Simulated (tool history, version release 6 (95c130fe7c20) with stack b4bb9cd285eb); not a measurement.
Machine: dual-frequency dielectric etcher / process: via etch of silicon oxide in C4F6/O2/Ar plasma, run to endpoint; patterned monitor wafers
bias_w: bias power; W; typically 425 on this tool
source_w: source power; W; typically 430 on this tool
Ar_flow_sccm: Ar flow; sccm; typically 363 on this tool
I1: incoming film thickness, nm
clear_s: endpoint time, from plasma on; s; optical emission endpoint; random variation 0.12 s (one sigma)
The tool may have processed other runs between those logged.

run 1 day=0.000 | bias_w=483 source_w=430 Ar_flow_sccm=363 | I1=110.0 | clear_s=25.1
run 2 day=2.812 | bias_w=478 source_w=430 Ar_flow_sccm=363 | I1=111.1 | clear_s=25.4
run 3 day=4.362 | bias_w=478 source_w=430 Ar_flow_sccm=363 | I1=111.0 | clear_s=25.7
run 4 day=5.888 | bias_w=425 source_w=430 Ar_flow_sccm=363 | I1=110.3 | clear_s=26.8
run 5 day=8.283 | bias_w=425 source_w=430 Ar_flow_sccm=363 | I1=108.4 | clear_s=26.4
run 6 day=9.471 | bias_w=425 source_w=430 Ar_flow_sccm=363 | I1=111.1 | clear_s=27.3
run 7 day=11.450 | bias_w=425 source_w=430 Ar_flow_sccm=363 | I1=110.4 | clear_s=27.4
run 8 day=13.392 | bias_w=425 source_w=480 Ar_flow_sccm=363 | I1=110.5 | clear_s=26.0
run 9 day=15.533 | bias_w=356 source_w=430 Ar_flow_sccm=363 | I1=110.1 | clear_s=29.4
run 10 day=17.288 | bias_w=356 source_w=430 Ar_flow_sccm=363 | I1=110.4 | clear_s=29.6
-- day=18.250 bias power generator calibrated
-- day=18.404 wet clean of the chamber
run 11 day=19.067 | bias_w=425 source_w=430 Ar_flow_sccm=363 | I1=109.7 | clear_s=27.6
run 12 day=21.362 | bias_w=425 source_w=430 Ar_flow_sccm=363 | I1=110.4 | clear_s=27.9
run 13 day=22.846 | bias_w=500 source_w=350 Ar_flow_sccm=404 | I1=110.3 | clear_s=28.8
run 14 day=25.617 | bias_w=335 source_w=530 Ar_flow_sccm=390 | I1=110.6 | clear_s=28.7
-- day=27.058 Ar flow controller replaced
run 15 day=27.367 | bias_w=377 source_w=510 Ar_flow_sccm=329 | I1=110.7 | clear_s=27.2
-- day=29.117 wet clean of the chamber, repeated, since the last time left the tool worse
run 16 day=29.138 | bias_w=468 source_w=480 Ar_flow_sccm=285 | I1=110.2 | clear_s=23.5
run 17 day=31.221 | bias_w=425 source_w=430 Ar_flow_sccm=363 | I1=111.2 | clear_s=27.1
-- day=31.608 source power generator calibrated
-- day=32.529 upper electrode replaced
run 18 day=32.550 | bias_w=425 source_w=430 Ar_flow_sccm=363 | I1=110.9 | clear_s=26.9
run 19 day=33.488 | bias_w=492 source_w=530 Ar_flow_sccm=275 | I1=110.0 | clear_s=22.2
run 20 day=36.033 | bias_w=425 source_w=490 Ar_flow_sccm=404 | I1=111.1 | clear_s=25.9
run 21 day=38.754 | bias_w=518 source_w=340 Ar_flow_sccm=338 | I1=110.6 | clear_s=27.6
run 22 day=43.538 | bias_w=425 source_w=430 Ar_flow_sccm=363 | I1=110.1 | clear_s=27.2

Forecast each of these 5 alternatives for the next run:
run A day=43.554 | bias_w=425 source_w=430 Ar_flow_sccm=363 | I1=109.9 | clear_s=?
run B day=43.554 | bias_w=495 source_w=320 Ar_flow_sccm=339 | I1=109.9 | clear_s=?
run C day=43.554 | bias_w=379 source_w=430 Ar_flow_sccm=303 | I1=109.9 | clear_s=?
run D day=43.554 | bias_w=425 source_w=470 Ar_flow_sccm=363 | I1=109.9 | clear_s=?
run E day=43.554 | bias_w=361 source_w=520 Ar_flow_sccm=329 | I1=109.9 | clear_s=?

run=A clear_s=27.1
run=B clear_s=28.9
run=C clear_s=28.0
run=D clear_s=26.0
run=E clear_s=26.4
What these runs would have given with no unlogged condition in the tool:
run=A clear_s=26.6
run=B clear_s=28.3
run=C clear_s=27.4
run=D clear_s=25.5
run=E clear_s=26.0
